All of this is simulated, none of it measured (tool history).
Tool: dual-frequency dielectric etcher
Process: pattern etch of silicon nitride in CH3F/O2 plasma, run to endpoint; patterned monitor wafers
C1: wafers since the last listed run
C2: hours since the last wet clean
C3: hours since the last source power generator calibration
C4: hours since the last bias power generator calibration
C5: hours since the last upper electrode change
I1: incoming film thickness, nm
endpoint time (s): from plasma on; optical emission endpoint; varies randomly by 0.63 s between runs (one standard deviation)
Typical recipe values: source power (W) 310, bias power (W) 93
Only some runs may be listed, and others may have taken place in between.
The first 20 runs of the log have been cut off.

At hour 923.2: source power generator calibrated.
At hour 933.5: wet clean of the chamber.
At hour 1067.4: bias power generator calibrated.
Run 21, hour 1076.2: usual settings but bias power (W) 107; C1 828; C2 142.7; C3 153.0; C4 8.8; C5 397.1; I1 96.9. Result: endpoint time (s) 107.7.
Run 22, hour 1125.4: usual settings but source power (W) 240, bias power (W) 80; C1 251; C2 191.9; C3 202.2; C4 58.0; C5 446.3; I1 96.8. Result: endpoint time (s) 137.0.
Run 23, hour 1179.3: usual settings but source power (W) 270, bias power (W) 104; C1 276; C2 245.8; C3 256.1; C4 111.9; C5 500.2; I1 96.4. Result: endpoint time (s) 114.8.
Run 24, hour 1263.2: usual settings but source power (W) 370, bias power (W) 101; C1 429; C2 329.7; C3 340.0; C4 195.8; C5 584.1; I1 96.7. Result: endpoint time (s) 102.0.
Run 25, hour 1311.2: usual settings but bias power (W) 110; C1 245; C2 377.7; C3 388.0; C4 243.8; C5 632.1; I1 96.6. Result: endpoint time (s) 104.7.
At hour 1352.0: wet clean of the chamber.
Run 26, hour 1357.8: usual settings but bias power (W) 72; C1 115; C2 5.8; C3 434.6; C4 290.4; C5 678.7; I1 96.2. Result: endpoint time (s) 129.2.
Run 27, hour 1413.9: usual settings but source power (W) 270, bias power (W) 72; C1 287; C2 61.9; C3 490.7; C4 346.5; C5 734.8; I1 96.2. Result: endpoint time (s) 137.0.
Run 28, hour 1473.4: usual settings; C1 304; C2 121.4; C3 550.2; C4 406.0; C5 794.3; I1 97.1. Result: endpoint time (s) 113.9.
Run 29, hour 1532.4: usual settings but bias power (W) 99; C1 302; C2 180.4; C3 609.2; C4 465.0; C5 853.3; I1 96.4. Result: endpoint time (s) 110.5.
Run 30, hour 1567.8: usual settings; C1 181; C2 215.8; C3 644.6; C4 500.4; C5 888.7; I1 97.8. Result: endpoint time (s) 116.4.
Run 31, hour 1631.4: usual settings but source power (W) 280, bias power (W) 103; C1 325; C2 279.4; C3 708.2; C4 564.0; C5 952.3; I1 97.0. Result: endpoint time (s) 113.7.
Run 32, hour 1657.4: usual settings but source power (W) 240; C1 133; C2 305.4; C3 734.2; C4 590.0; C5 978.3; I1 97.2. Result: endpoint time (s) 127.6.
Run 33, hour 1682.9: usual settings; C1 130; C2 330.9; C3 759.7; C4 615.5; C5 1003.8; I1 96.1. Result: endpoint time (s) 113.3.
Run 34, hour 1717.0: usual settings but source power (W) 370, bias power (W) 108; C1 174; C2 365.0; C3 793.8; C4 649.6; C5 1037.9; I1 96.8. Result: endpoint time (s) 99.5.
Run 35, hour 1763.2: usual settings but source power (W) 350; C1 236; C2 411.2; C3 840.0; C4 695.8; C5 1084.1; I1 96.8. Result: endpoint time (s) 108.1.
Run 36, hour 1790.7: usual settings but source power (W) 350, bias power (W) 113; C1 140; C2 438.7; C3 867.5; C4 723.3; C5 1111.6; I1 96.2. Result: endpoint time (s) 99.4.

Consider 3 possible next runs. They are alternatives, not a sequence: every one starts from the tool as it was left by run 36. What does each give?
Run A, hour 1791.2: usual settings but bias power (W) 116; C1 2; C2 439.2; C3 868.0; C4 723.8; C5 1112.1; I1 96.8. Result: endpoint time (s) ?.
Run B, hour 1791.2: usual settings but source power (W) 380, bias power (W) 87; C1 2; C2 439.2; C3 868.0; C4 723.8; C5 1112.1; I1 96.8. Result: endpoint time (s) ?.
Run C, hour 1791.2: usual settings but source power (W) 270; C1 2; C2 439.2; C3 868.0; C4 723.8; C5 1112.1; I1 96.8. Result: endpoint time (s) ?.

run  endpoint time (s)
  A              102.2
  B              107.7
  C              119.8
Take away the tool's hidden state, keep each run's random variation, and the runs would have read:
run  endpoint time (s)
  A              102.2
  B              107.7
  C              119.8
